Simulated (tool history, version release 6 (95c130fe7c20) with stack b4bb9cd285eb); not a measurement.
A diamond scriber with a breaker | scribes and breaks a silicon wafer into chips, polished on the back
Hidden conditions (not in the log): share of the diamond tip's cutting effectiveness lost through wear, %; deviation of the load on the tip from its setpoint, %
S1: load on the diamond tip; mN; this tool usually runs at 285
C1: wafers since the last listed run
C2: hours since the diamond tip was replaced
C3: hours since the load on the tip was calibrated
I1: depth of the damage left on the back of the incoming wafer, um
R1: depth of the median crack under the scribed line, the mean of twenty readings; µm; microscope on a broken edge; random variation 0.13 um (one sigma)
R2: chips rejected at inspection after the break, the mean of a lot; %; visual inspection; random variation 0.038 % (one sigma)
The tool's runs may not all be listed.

{"run": 1, "hour": 0.0, "S1": 220, "C1": 0, "C2": 499.4, "C3": 11.4, "I1": 0.03, "R1": 12.88, "R2": 9.46}
{"run": 2, "hour": 32.1, "S1": 220, "C1": 73, "C2": 531.5, "C3": 43.5, "I1": 0.05, "R1": 13.03, "R2": 9.2}
{"run": 3, "hour": 63.1, "S1": 338, "C1": 71, "C2": 562.5, "C3": 74.5, "I1": 0.02, "R1": 16.92, "R2": 1.85}
{"run": 4, "hour": 82.9, "S1": 338, "C1": 45, "C2": 582.3, "C3": 94.3, "I1": 0.05, "R1": 17.09, "R2": 2.11}
{"hour": 100.8, "done": "diamond tip replaced by a new one"}
{"run": 5, "hour": 114.2, "S1": 285, "C1": 67, "C2": 13.4, "C3": 125.6, "I1": 0.05, "R1": 15.7, "R2": 0.74}
{"run": 6, "hour": 133.4, "S1": 221, "C1": 44, "C2": 32.6, "C3": 144.8, "I1": 0.01, "R1": 13.74, "R2": 6.91}
{"run": 7, "hour": 147.3, "S1": 221, "C1": 31, "C2": 46.5, "C3": 158.7, "I1": 0.04, "R1": 13.45, "R2": 7.45}
{"run": 8, "hour": 177.7, "S1": 285, "C1": 69, "C2": 76.9, "C3": 189.1, "I1": 0.01, "R1": 15.64, "R2": 0.78}
{"run": 9, "hour": 205.0, "S1": 247, "C1": 62, "C2": 104.2, "C3": 216.4, "I1": 0.04, "R1": 14.11, "R2": 3.25}
{"run": 10, "hour": 222.8, "S1": 247, "C1": 40, "C2": 122, "C3": 234.2, "I1": 0.03, "R1": 14.08, "R2": 3.44}
{"run": 11, "hour": 247.0, "S1": 285, "C1": 55, "C2": 146.2, "C3": 258.4, "I1": 0.02, "R1": 15.27, "R2": 0.87}
{"run": 12, "hour": 269.9, "S1": 285, "C1": 52, "C2": 169.1, "C3": 281.3, "I1": 0.02, "R1": 15.59, "R2": 0.82}
{"run": 13, "hour": 294.9, "S1": 285, "C1": 57, "C2": 194.1, "C3": 306.3, "I1": 0.02, "R1": 15.29, "R2": 0.88}
{"run": 14, "hour": 325.9, "S1": 257, "C1": 71, "C2": 225.1, "C3": 337.3, "I1": 0.02, "R1": 14.38, "R2": 2.85}
{"run": 15, "hour": 344.1, "S1": 257, "C1": 41, "C2": 243.3, "C3": 355.5, "I1": 0.05, "R1": 14.35, "R2": 2.79}
{"run": 16, "hour": 357.0, "S1": 285, "C1": 29, "C2": 256.2, "C3": 368.4, "I1": 0.04, "R1": 15.11, "R2": 1.04}
{"run": 17, "hour": 392.3, "S1": 285, "C1": 81, "C2": 291.5, "C3": 403.7, "I1": 0.03, "R1": 15.27, "R2": 0.93}
{"run": 18, "hour": 425.1, "S1": 285, "C1": 75, "C2": 324.3, "C3": 436.5, "I1": 0.01, "R1": 15.15, "R2": 0.97}
{"run": 19, "hour": 443.5, "S1": 362, "C1": 42, "C2": 342.7, "C3": 454.9, "I1": 0.01, "R1": 17.61, "R2": 4.09}
{"run": 20, "hour": 464.0, "S1": 285, "C1": 47, "C2": 363.2, "C3": 475.4, "I1": 0.04, "R1": 15.27, "R2": 1.08}
{"run": 21, "hour": 494.9, "S1": 349, "C1": 71, "C2": 394.1, "C3": 506.3, "I1": 0.03, "R1": 17.11, "R2": 2.82}
{"run": 22, "hour": 522.5, "S1": 318, "C1": 63, "C2": 421.7, "C3": 533.9, "I1": 0.02, "R1": 16.49, "R2": 0.92}
{"run": 23, "hour": 546.7, "S1": 285, "C1": 55, "C2": 445.9, "C3": 558.1, "I1": 0.04, "R1": 15.38, "R2": 1.01}
{"run": 24, "hour": 580.6, "S1": 285, "C1": 77, "C2": 479.8, "C3": 592, "I1": 0.02, "R1": 15.06, "R2": 1}
{"run": 25, "hour": 600.4, "S1": 333, "C1": 45, "C2": 499.6, "C3": 611.8, "I1": 0.03, "R1": 16.66, "R2": 1.65}
{"hour": 618.0, "done": "load on the tip recalibrated"}
{"run": 26, "hour": 623.1, "S1": 320, "C1": 47, "C2": 522.3, "C3": 5.1, "I1": 0.03, "R1": 16.24, "R2": 1.08}
{"run": 27, "hour": 640.9, "S1": 351, "C1": 40, "C2": 540.1, "C3": 22.9, "I1": 0.04, "R1": 17.28, "R2": 2.98}
{"run": 28, "hour": 659.6, "S1": 256, "C1": 43, "C2": 558.8, "C3": 41.6, "I1": 0.03, "R1": 14.29, "R2": 3.2}
{"hour": 693.5, "done": "diamond tip replaced by a new one"}
{"run": 29, "hour": 723.2, "S1": 211, "C1": 141, "C2": 29.7, "C3": 105.2, "I1": 0.03, "R1": 13.12, "R2": 7.86}
{"run": 30, "hour": 742.3, "S1": 216, "C1": 43, "C2": 48.8, "C3": 124.3, "I1": 0.04, "R1": 13.27, "R2": 7.78}
{"run": 31, "hour": 762.4, "S1": 285, "C1": 46, "C2": 68.9, "C3": 144.4, "I1": 0.03, "R1": 15.42, "R2": 0.77}
{"run": 32, "hour": 774.9, "S1": 205, "C1": 28, "C2": 81.4, "C3": 156.9, "I1": 0.05, "R1": 12.93, "R2": 10.55}
{"run": 33, "hour": 852.6, "S1": 212, "C1": 178, "C2": 159.1, "C3": 234.6, "I1": 0.01, "R1": 12.87, "R2": 10.52}
{"run": 34, "hour": 871.6, "S1": 320, "C1": 43, "C2": 178.1, "C3": 253.6, "I1": 0.02, "R1": 16.2, "R2": 1.42}
{"run": 35, "hour": 900.5, "S1": 312, "C1": 66, "C2": 207, "C3": 282.5, "I1": 0.04, "R1": 16.04, "R2": 0.93}
{"run": 36, "hour": 921.2, "S1": 285, "C1": 47, "C2": 227.7, "C3": 303.2, "I1": 0.04, "R1": 15.16, "R2": 0.96}
{"run": 37, "hour": 940.3, "S1": 285, "C1": 43, "C2": 246.8, "C3": 322.3, "I1": 0.05, "R1": 15.41, "R2": 0.92}
{"run": 38, "hour": 971.3, "S1": 306, "C1": 71, "C2": 277.8, "C3": 353.3, "I1": 0.05, "R1": 15.92, "R2": 0.75}
{"run": 39, "hour": 986.5, "S1": 285, "C1": 34, "C2": 293, "C3": 368.5, "I1": 0.04, "R1": 15.12, "R2": 0.88}
{"run": 40, "hour": 1003.9, "S1": 323, "C1": 40, "C2": 310.4, "C3": 385.9, "I1": 0.04, "R1": 16.32, "R2": 1.35}
{"run": 41, "hour": 1022.7, "S1": 347, "C1": 43, "C2": 329.2, "C3": 404.7, "I1": 0.02, "R1": 16.97, "R2": 2.61}

Branching from run 41: 5 alternative next runs. What would each branch give?
{"run": "A", "hour": 1023.4, "S1": 355, "C1": 1, "C2": 329.9, "C3": 405.4, "I1": 0.03, "R1": "?", "R2": "?"}
{"run": "B", "hour": 1023.4, "S1": 316, "C1": 1, "C2": 329.9, "C3": 405.4, "I1": 0.03, "R1": "?", "R2": "?"}
{"run": "C", "hour": 1023.4, "S1": 261, "C1": 1, "C2": 329.9, "C3": 405.4, "I1": 0.03, "R1": "?", "R2": "?"}
{"run": "D", "hour": 1023.4, "S1": 226, "C1": 1, "C2": 329.9, "C3": 405.4, "I1": 0.03, "R1": "?", "R2": "?"}
{"run": "E", "hour": 1023.4, "S1": 199, "C1": 1, "C2": 329.9, "C3": 405.4, "I1": 0.03, "R1": "?", "R2": "?"}

run=A R1=17.48 R2=3.9
run=B R1=16.3 R2=1.12
run=C R1=14.57 R2=2.84
run=D R1=13.41 R2=8.81
run=E R1=12.48 R2=16.71
The same runs, with their run-to-run variation unchanged, on a tool lacking any hidden condition would have given:
run=A R1=18.01 R2=5.95
run=B R1=16.8 R2=1.96
run=C R1=15.01 R2=1.63
run=D R1=13.82 R2=6.23
run=E R1=12.86 R2=13.15

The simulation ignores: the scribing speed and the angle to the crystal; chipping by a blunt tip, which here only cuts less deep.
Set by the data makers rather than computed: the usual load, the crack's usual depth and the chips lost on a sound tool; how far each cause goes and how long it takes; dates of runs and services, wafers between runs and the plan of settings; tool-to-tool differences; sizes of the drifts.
